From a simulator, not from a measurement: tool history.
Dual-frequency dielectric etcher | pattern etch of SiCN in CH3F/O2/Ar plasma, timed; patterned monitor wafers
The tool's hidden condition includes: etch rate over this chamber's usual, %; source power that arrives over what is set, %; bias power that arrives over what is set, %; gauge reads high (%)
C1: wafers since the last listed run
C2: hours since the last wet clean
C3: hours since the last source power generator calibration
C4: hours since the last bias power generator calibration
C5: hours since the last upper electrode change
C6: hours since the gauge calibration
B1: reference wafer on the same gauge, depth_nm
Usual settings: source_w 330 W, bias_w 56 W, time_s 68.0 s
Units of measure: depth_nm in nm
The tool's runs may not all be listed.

{"run": 1, "hour": 0.0, "source_w": 330, "bias_w": 50, "time_s": 68.0, "C1": 0, "C2": 297.9, "C3": 5308.4, "C4": 4207.4, "C5": 5319.4, "C6": 256.0, "B1": 21.29, "depth_nm": 20.7}
{"run": 2, "hour": 20.0, "source_w": 330, "bias_w": 50, "time_s": 68.0, "C1": 266, "C2": 317.9, "C3": 5328.4, "C4": 4227.4, "C5": 5339.4, "C6": 276.0, "B1": 21.32, "depth_nm": 20.39}
{"run": 3, "hour": 34.0, "source_w": 330, "bias_w": 56, "time_s": 68.0, "C1": 186, "C2": 331.9, "C3": 5342.4, "C4": 4241.4, "C5": 5353.4, "C6": 290.0, "B1": 21.32, "depth_nm": 21.26}
{"run": 4, "hour": 67.6, "source_w": 330, "bias_w": 56, "time_s": 68.0, "C1": 447, "C2": 365.5, "C3": 5376.0, "C4": 4275.0, "C5": 5387.0, "C6": 323.6, "B1": 21.3, "depth_nm": 21.35}
{"run": 5, "hour": 85.7, "source_w": 330, "bias_w": 56, "time_s": 68.0, "C1": 241, "C2": 383.6, "C3": 5394.1, "C4": 4293.1, "C5": 5405.1, "C6": 341.7, "B1": 21.29, "depth_nm": 21.39}
{"run": 6, "hour": 121.6, "source_w": 330, "bias_w": 56, "time_s": 68.0, "C1": 478, "C2": 419.5, "C3": 5430.0, "C4": 4329.0, "C5": 5441.0, "C6": 377.6, "B1": 21.29, "depth_nm": 21.49}
{"run": 7, "hour": 152.7, "source_w": 330, "bias_w": 56, "time_s": 68.0, "C1": 414, "C2": 450.6, "C3": 5461.1, "C4": 4360.1, "C5": 5472.1, "C6": 408.7, "B1": 21.31, "depth_nm": 21.34}
{"run": 8, "hour": 178.7, "source_w": 330, "bias_w": 61, "time_s": 68.0, "C1": 346, "C2": 476.6, "C3": 5487.1, "C4": 4386.1, "C5": 5498.1, "C6": 434.7, "B1": 21.27, "depth_nm": 21.95}
{"run": 9, "hour": 196.8, "source_w": 330, "bias_w": 61, "time_s": 68.0, "C1": 241, "C2": 494.7, "C3": 5505.2, "C4": 4404.2, "C5": 5516.2, "C6": 452.8, "B1": 21.29, "depth_nm": 21.97}
{"hour": 237.7, "done": "upper electrode replaced"}
{"run": 10, "hour": 238.2, "source_w": 330, "bias_w": 56, "time_s": 68.0, "C1": 231, "C2": 536.1, "C3": 5546.6, "C4": 4445.6, "C5": 0.5, "C6": 494.2, "B1": 21.31, "depth_nm": 21.43}
{"hour": 243.7, "done": "bias power generator calibrated"}
{"run": 11, "hour": 260.4, "source_w": 330, "bias_w": 56, "time_s": 68.0, "C1": 242, "C2": 558.3, "C3": 5568.8, "C4": 16.7, "C5": 22.7, "C6": 516.4, "B1": 21.3, "depth_nm": 21.67}
{"run": 12, "hour": 293.8, "source_w": 330, "bias_w": 56, "time_s": 68.0, "C1": 444, "C2": 591.7, "C3": 5602.2, "C4": 50.1, "C5": 56.1, "C6": 549.8, "B1": 21.28, "depth_nm": 21.75}
{"run": 13, "hour": 327.5, "source_w": 330, "bias_w": 65, "time_s": 68.0, "C1": 448, "C2": 625.4, "C3": 5635.9, "C4": 83.8, "C5": 89.8, "C6": 583.5, "B1": 21.27, "depth_nm": 22.59}
{"hour": 343.2, "done": "source power generator calibrated"}
{"hour": 352.3, "done": "wet clean of the chamber"}
{"run": 14, "hour": 357.6, "source_w": 330, "bias_w": 56, "time_s": 68.0, "C1": 226, "C2": 5.3, "C3": 14.4, "C4": 113.9, "C5": 119.9, "C6": 613.6, "B1": 21.32, "depth_nm": 20.98}
{"run": 15, "hour": 385.3, "source_w": 360, "bias_w": 44, "time_s": 61.5, "C1": 368, "C2": 33.0, "C3": 42.1, "C4": 141.6, "C5": 147.6, "C6": 641.3, "B1": 21.28, "depth_nm": 18.04}
{"run": 16, "hour": 408.3, "source_w": 260, "bias_w": 56, "time_s": 68.0, "C1": 306, "C2": 56.0, "C3": 65.1, "C4": 164.6, "C5": 170.6, "C6": 664.3, "B1": 21.29, "depth_nm": 19.29}
{"hour": 422.5, "done": "gauge calibrated"}
{"run": 17, "hour": 423.7, "source_w": 310, "bias_w": 47, "time_s": 83.5, "C1": 205, "C2": 71.4, "C3": 80.5, "C4": 180.0, "C5": 186.0, "C6": 1.2, "B1": 21.29, "depth_nm": 24.16}
{"run": 18, "hour": 442.5, "source_w": 330, "bias_w": 60, "time_s": 75.0, "C1": 250, "C2": 90.2, "C3": 99.3, "C4": 198.8, "C5": 204.8, "C6": 20.0, "B1": 21.32, "depth_nm": 23.47}
{"run": 19, "hour": 460.8, "source_w": 330, "bias_w": 56, "time_s": 48.5, "C1": 243, "C2": 108.5, "C3": 117.6, "C4": 217.1, "C5": 223.1, "C6": 38.3, "B1": 21.3, "depth_nm": 14.97}
{"run": 20, "hour": 516.0, "source_w": 330, "bias_w": 56, "time_s": 68.0, "C1": 735, "C2": 163.7, "C3": 172.8, "C4": 272.3, "C5": 278.3, "C6": 93.5, "B1": 21.29, "depth_nm": 21.05}
{"run": 21, "hour": 542.6, "source_w": 330, "bias_w": 43, "time_s": 82.0, "C1": 354, "C2": 190.3, "C3": 199.4, "C4": 298.9, "C5": 304.9, "C6": 120.1, "B1": 21.31, "depth_nm": 23.54}
{"run": 22, "hour": 569.2, "source_w": 330, "bias_w": 56, "time_s": 83.5, "C1": 354, "C2": 216.9, "C3": 226.0, "C4": 325.5, "C5": 331.5, "C6": 146.7, "B1": 21.31, "depth_nm": 25.84}

Measured less the same run without the tool's hidden state. The same run-to-run variation is in both; the gauge's scatter may not be:
run=1 depth_nm=+0.29
run=2 depth_nm=+0.31
run=3 depth_nm=+0.34
run=4 depth_nm=+0.38
run=5 depth_nm=+0.40
run=6 depth_nm=+0.45
run=7 depth_nm=+0.49
run=8 depth_nm=+0.53
run=9 depth_nm=+0.55
run=10 depth_nm=+0.59
run=11 depth_nm=+0.63
run=12 depth_nm=+0.67
run=13 depth_nm=+0.74
run=14 depth_nm=-0.03
run=15 depth_nm=+0.00
run=16 depth_nm=+0.02
run=17 depth_nm=+0.06
run=18 depth_nm=+0.08
run=19 depth_nm=+0.07
run=20 depth_nm=+0.16
run=21 depth_nm=+0.23
run=22 depth_nm=+0.29

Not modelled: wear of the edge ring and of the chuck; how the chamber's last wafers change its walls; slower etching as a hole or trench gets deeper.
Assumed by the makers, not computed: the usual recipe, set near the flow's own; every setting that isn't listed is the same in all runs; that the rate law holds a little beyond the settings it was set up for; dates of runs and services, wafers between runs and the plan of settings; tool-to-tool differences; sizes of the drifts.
